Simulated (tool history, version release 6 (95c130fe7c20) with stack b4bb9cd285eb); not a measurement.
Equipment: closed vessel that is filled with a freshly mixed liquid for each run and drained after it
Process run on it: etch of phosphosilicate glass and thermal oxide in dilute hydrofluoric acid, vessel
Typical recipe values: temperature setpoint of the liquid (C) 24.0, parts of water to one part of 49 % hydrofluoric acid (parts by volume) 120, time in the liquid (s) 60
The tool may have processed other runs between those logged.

run	hour	temperature setpoint of the liquid (C)	parts of water to one part of 49 % hydrofluoric acid (parts by volume)	time in the liquid (s)	read-back film thickness of the phosphosilicate glass reference wafer, read on the same gauge (nm)	read-back film thickness of the thermal oxide reference wafer, read on the same gauge (nm)	thickness taken off the phosphosilicate glass on a monitor wafer (Å)	thickness taken off the thermal oxide on a monitor wafer (Å)
1	0.0	25.5	120	60	110.02	39.986	706.7	27.11
2	12.7	24.0	90	30	109.99	39.992	459.1	17.91
3	25.6	24.0	120	60	110.01	40.063	663.8	25.81
4	38.1	24.0	100	30	109.94	39.993	409.9	15.96
# hour 39.6: gauge calibrated
5	45.9	24.0	120	60	110.02	40.023	668.0	26.61
6	54.0	24.0	145	60	110.00	40.032	537.8	20.60
7	65.0	25.5	70	60	110.01	39.990	1296.4	50.35
8	76.4	27.5	120	30	110.01	39.985	383.9	15.01
9	90.4	24.0	120	60	109.98	39.987	671.4	25.86
10	98.1	24.0	120	40	110.01	40.004	445.8	17.59
11	108.8	24.0	120	60	110.02	39.990	673.5	25.55
# hour 114.9: hydrofluoric acid flow meter replaced
12	118.7	24.0	120	60	110.00	39.952	633.7	25.12
13	127.3	21.0	70	60	110.00	39.993	1024.9	40.05
14	144.6	28.0	120	60	110.01	39.992	739.1	28.66
15	152.1	19.5	105	60	109.99	40.013	616.2	24.26
16	165.7	26.5	75	35	109.99	39.999	696.3	26.48
17	183.5	24.0	165	70	109.98	39.991	514.8	19.51
18	196.9	24.0	75	80	109.99	40.011	1435.3	55.75
19	211.4	28.5	90	80	110.01	40.047	1404.6	56.13
20	218.4	24.0	155	60	110.04	40.016	477.4	18.37
21	224.8	29.0	95	75	109.96	40.019	1275.2	48.45
22	242.2	19.0	70	85	110.02	40.000	1349.9	52.49
23	255.8	27.0	120	30	110.03	40.009	360.1	13.97
24	267.8	21.5	150	40	109.99	39.948	301.7	11.55
25	277.8	26.0	120	60	110.04	40.019	697.5	26.81

Here are 4 independent what-if runs from the current tool condition. What would each one return?
A	278.5	24.0	120	70	?	?	?	?
B	278.5	24.0	150	45	?	?	?	?
C	278.5	25.5	65	75	?	?	?	?
D	278.5	19.0	90	60	?	?	?	?

run	read-back film thickness of the phosphosilicate glass reference wafer, read on the same gauge (nm)	read-back film thickness of the thermal oxide reference wafer, read on the same gauge (nm)	thickness taken off the phosphosilicate glass on a monitor wafer (Å)	thickness taken off the thermal oxide on a monitor wafer (Å)
A	110.06	39.996	748.2	29.22
B	110.06	39.996	371.5	14.51
C	110.06	39.996	1683.6	65.76
D	110.06	39.996	723.9	28.27
With no hidden state in the tool, these same runs would have given:
run	thickness taken off the phosphosilicate glass on a monitor wafer (Å)	thickness taken off the thermal oxide on a monitor wafer (Å)
A	724.2	28.28
B	359.6	14.05
C	1629.7	63.65
D	700.0	27.34
